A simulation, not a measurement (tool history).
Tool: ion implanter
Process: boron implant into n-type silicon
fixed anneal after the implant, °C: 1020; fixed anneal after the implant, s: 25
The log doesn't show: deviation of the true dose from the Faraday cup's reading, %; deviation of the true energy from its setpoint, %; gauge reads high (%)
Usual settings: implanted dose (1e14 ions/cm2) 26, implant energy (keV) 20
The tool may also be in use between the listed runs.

run,day,implanted dose (1e14 ions/cm2),implant energy (keV),wafers since the last listed run,hours since the last dose calibration,hours since the extraction supply was calibrated,hours since the gauge calibration,"read-back reference wafer on the same gauge, sheet resistance",sheet resistance of the implanted and annealed layer (ohm/square)
1,0,26,20,0,916.2,4018.8,489.7,58.33,58.13
2,1.933,26,20,794,962.6,4065.2,536.1,58.23,58.64
3,4.762,26,20,1162,1030.5,4133.1,604,58.27,58.3
4,9.15,26,20,1802,1135.8,4238.4,709.3,58.33,57.88
5,12.008,26,20,1174,1204.4,4307,777.9,58.24,58.06
6,16.496,26,20,1843,1312.1,4414.7,885.6,58.24,58.02
7,20.788,26,20,1763,1415.1,4517.7,988.6,58.24,57.87
8,25.062,26,20,1756,1517.7,4620.3,1091.2,58.19,57.77
9,27.258,26,20,902,1570.4,4673,1143.9,58.23,58.1
10,31.233,26,16,1632,1665.8,4768.4,1239.3,58.26,63.78
11,35.438,26,16,1727,1766.7,4869.3,1340.2,58.33,63.99
# day 37.846: Faraday cup replaced and dose calibrated
12,38.154,26,16,979,7.4,4934.5,1405.4,58.28,66.08
13,40.192,26,20,837,56.3,4983.4,1454.3,58.38,61.15
# day 42.017: gauge calibrated
14,44.125,26,20,1615,150.7,5077.8,50.6,58.27,60.26
15,47.346,26,20,1323,228,5155.1,127.9,58.32,60.37
16,51.421,26,20,1674,325.8,5252.9,225.7,58.33,59.91
17,54.725,26,20,1357,405.1,5332.2,305,58.28,60.32
18,57.462,26,22,1124,470.8,5397.9,370.7,58.33,58.07
# day 58.125: Faraday cup replaced and dose calibrated, repeated, since the last time left the tool worse
19,59.042,26,25,511,22,5435.8,408.6,58.22,54.72
20,62.483,30.56,15,1413,104.6,5518.4,491.2,58.25,63.12
21,65.888,19,18,1398,186.3,5600.1,572.9,58.26,70.55
22,68.108,31.12,25,912,239.6,5653.4,626.2,58.32,49.97
23,71.271,26,20,1299,315.5,5729.3,702.1,58.28,58.56
24,73.842,29.26,17,1056,377.2,5791,763.8,58.31,59.93
25,76.783,26,20,1208,447.8,5861.6,834.4,58.41,58.28
26,79.979,26,25.5,1312,524.5,5938.3,911.1,58.32,53.88
# day 82.542: extraction supply calibrated
27,84.246,21.09,25.5,1615,626.9,40.9,1013.5,58.37,60.25
28,87.142,26,20,1189,696.4,110.4,1083,58.34,58.53
29,88.938,26,27,737,739.5,153.5,1126.1,58.29,52.96
30,92.608,32.58,22,1507,827.6,241.6,1214.2,58.25,51.75
# day 100.583: gauge calibrated
31,102.746,29.72,23,4164,1070.9,484.9,51.9,58.33,52.32
32,104.288,29,16,633,1107.9,521.9,88.9,58.33,61.9
33,108.029,26,20,1537,1197.7,611.7,178.7,58.21,57.85
34,110.654,23.74,25.5,1078,1260.7,674.7,241.7,58.2,55.9
35,113.1,31.44,20,1004,1319.4,733.4,300.4,58.27,54.41
36,116.733,26,26.5,1492,1406.6,820.6,387.6,58.29,52.78
37,118.829,31.45,14,860,1456.9,870.9,437.9,58.33,64.97

Some steps in sheet resistance of the implanted and annealed layer (ohm/square) between neighbouring runs. How much of each would the tool show without its hidden state too (settings, what came in, random variation), and how much is left for the hidden state, with any gauge scatter that isn't in both results?
Run 11 -> 12: Faraday cup replaced and dose calibrated. sheet resistance of the implanted and annealed layer (ohm/square) +2.09: hidden state +2.2, all else -0.11.
Run 18 -> 19: implant energy (keV) 22 -> 25, Faraday cup replaced and dose calibrated, repeated, since the last time left the tool worse. sheet resistance of the implanted and annealed layer (ohm/square) -3.35: hidden state -1.46, all else -1.89.
Run 21 -> 22: implanted dose (1e14 ions/cm2) 19 -> 31.12, implant energy (keV) 18 -> 25. sheet resistance of the implanted and annealed layer (ohm/square) -20.58: hidden state +0.24, all else -20.82.
Run 31 -> 32: implanted dose (1e14 ions/cm2) 29.72 -> 29, implant energy (keV) 23 -> 16. sheet resistance of the implanted and annealed layer (ohm/square) +9.58: hidden state +0.12, all else +9.46.
Run 36 -> 37: implanted dose (1e14 ions/cm2) 26 -> 31.45, implant energy (keV) 26.5 -> 14. sheet resistance of the implanted and annealed layer (ohm/square) +12.19: hidden state +0.61, all else +11.58.
